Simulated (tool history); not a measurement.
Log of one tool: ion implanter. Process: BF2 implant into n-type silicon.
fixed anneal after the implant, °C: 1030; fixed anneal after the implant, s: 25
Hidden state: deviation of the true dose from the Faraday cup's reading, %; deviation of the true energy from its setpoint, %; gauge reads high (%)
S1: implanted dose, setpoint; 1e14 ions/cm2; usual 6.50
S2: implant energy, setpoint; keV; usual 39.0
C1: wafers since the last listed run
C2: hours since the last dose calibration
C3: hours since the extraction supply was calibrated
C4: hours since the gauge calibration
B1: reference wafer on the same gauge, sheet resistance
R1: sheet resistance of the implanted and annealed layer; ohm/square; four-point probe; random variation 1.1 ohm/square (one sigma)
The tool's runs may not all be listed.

run	hour	S1	S2	C1	C2	C3	C4	B1	R1
1	0.0	6.50	39.0	0	692.2	3808.0	1230.5	229.38	205.05
# hour 33.6: Faraday cup replaced and dose calibrated
2	41.5	6.50	39.0	559	7.9	3849.5	1272.0	228.90	198.82
3	118.4	6.50	39.0	1285	84.8	3926.4	1348.9	228.71	197.20
4	178.1	6.50	39.0	997	144.5	3986.1	1408.6	228.91	199.27
5	260.0	6.50	39.0	1368	226.4	4068.0	1490.5	228.58	202.59
6	353.1	6.50	39.0	1556	319.5	4161.1	1583.6	228.81	200.49
7	426.0	6.50	39.0	1218	392.4	4234.0	1656.5	228.83	203.00
8	530.1	6.50	39.0	1739	496.5	4338.1	1760.6	229.50	201.17
9	622.3	6.50	39.0	1540	588.7	4430.3	1852.8	229.03	202.95
# hour 682.8: Faraday cup replaced and dose calibrated
10	686.2	6.50	29.0	934	3.4	4494.2	1916.7	229.27	196.90
11	726.7	6.50	33.0	676	43.9	4534.7	1957.2	229.14	191.98
12	778.3	6.50	33.0	862	95.5	4586.3	2008.8	229.17	190.69
13	833.0	6.50	33.0	914	150.2	4641.0	2063.5	228.76	193.95
14	920.2	6.50	39.0	1457	237.4	4728.2	2150.7	228.98	190.95
15	1004.3	6.50	39.0	1405	321.5	4812.3	2234.8	229.11	190.83
16	1072.1	6.50	39.0	1133	389.3	4880.1	2302.6	228.91	191.21
17	1132.9	7.39	30.5	1016	450.1	4940.9	2363.4	229.31	179.42
18	1206.6	4.90	45.5	1231	523.8	5014.6	2437.1	228.85	241.84
# hour 1216.8: Faraday cup replaced and dose calibrated, repeated, since the last time left the tool worse
19	1282.8	4.73	35.5	1139	66.0	5090.8	2513.3	228.85	260.50
20	1422.7	6.50	39.0	2338	205.9	5230.7	2653.2	229.11	200.61
21	1508.3	7.63	39.0	1430	291.5	5316.3	2738.8	229.01	174.27
22	1605.2	8.18	28.5	1619	388.4	5413.2	2835.7	229.19	175.11
23	1667.4	5.42	35.5	1039	450.6	5475.4	2897.9	228.67	239.28
24	1739.9	8.01	51.0	1211	523.1	5547.9	2970.4	228.78	166.92
25	1810.0	5.55	39.0	1171	593.2	5618.0	3040.5	229.23	233.45
# hour 1842.6: Faraday cup replaced and dose calibrated
26	1866.9	6.50	39.0	817	24.3	5674.9	3097.4	229.14	197.12
# hour 1895.9: gauge calibrated
27	1966.3	4.56	27.5	1661	123.7	5774.3	70.4	229.00	278.55

Forecast run 28:
28	2054.1	7.88	39.0	1467	211.5	5862.1	158.2	?	?

Run 28 gave B1 229.03, R1 169.91 ohm/square.
Without the tool's hidden state the same run would have given R1 167.84 ohm/square.
